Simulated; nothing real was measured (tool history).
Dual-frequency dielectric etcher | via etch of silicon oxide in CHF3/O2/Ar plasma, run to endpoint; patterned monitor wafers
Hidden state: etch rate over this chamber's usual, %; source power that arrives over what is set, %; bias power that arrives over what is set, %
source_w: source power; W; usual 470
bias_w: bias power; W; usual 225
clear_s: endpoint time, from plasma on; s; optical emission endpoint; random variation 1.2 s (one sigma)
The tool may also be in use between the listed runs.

run,hour,source_w,bias_w,wafers since the last listed run,hours since the last wet clean,hours since the last source power generator calibration,hours since the last bias power generator calibration,hours since the last upper electrode change,"incoming incoming film thickness, nm",clear_s
1,0.0,510,225,0,262.7,4438.9,3142.8,4076.6,746.4,382.4
2,14.1,510,225,43,276.8,4453.0,3156.9,4090.7,747.1,382.2
3,28.8,470,225,45,291.5,4467.7,3171.6,4105.4,752.6,404.5
4,45.3,470,225,50,308.0,4484.2,3188.1,4121.9,741.4,399.5
5,53.6,470,225,25,316.3,4492.5,3196.4,4130.2,749.4,403.4
6,71.6,500,225,55,334.3,4510.5,3214.4,4148.2,750.9,392.1
7,83.1,500,225,35,345.8,4522.0,3225.9,4159.7,733.3,382.2
8,91.4,470,225,25,354.1,4530.3,3234.2,4168.0,742.4,402.0
9,104.1,470,225,39,366.8,4543.0,3246.9,4180.7,745.2,403.5
10,121.7,470,225,54,384.4,4560.6,3264.5,4198.3,743.0,400.9
# hour 156.0: upper electrode replaced
11,156.5,470,225,33,419.2,4595.4,3299.3,0.5,752.4,407.5
12,156.9,470,225,1,419.6,4595.8,3299.7,0.9,744.3,399.6
13,165.3,470,225,25,428.0,4604.2,3308.1,9.3,752.4,405.8
# hour 190.3: source power generator calibrated
# hour 197.4: wet clean of the chamber
14,197.9,470,225,66,0.5,7.6,3340.7,41.9,744.2,396.7
15,201.0,510,225,9,3.6,10.7,3343.8,45.0,741.6,373.7

The next listed run, before its measurement:
16,241.3,550,201,124,43.9,51.0,3384.1,85.3,738.8,?

Run 16 gave clear_s 376.2 s.
Without the tool's hidden state the same run would have given clear_s 374.7 s.
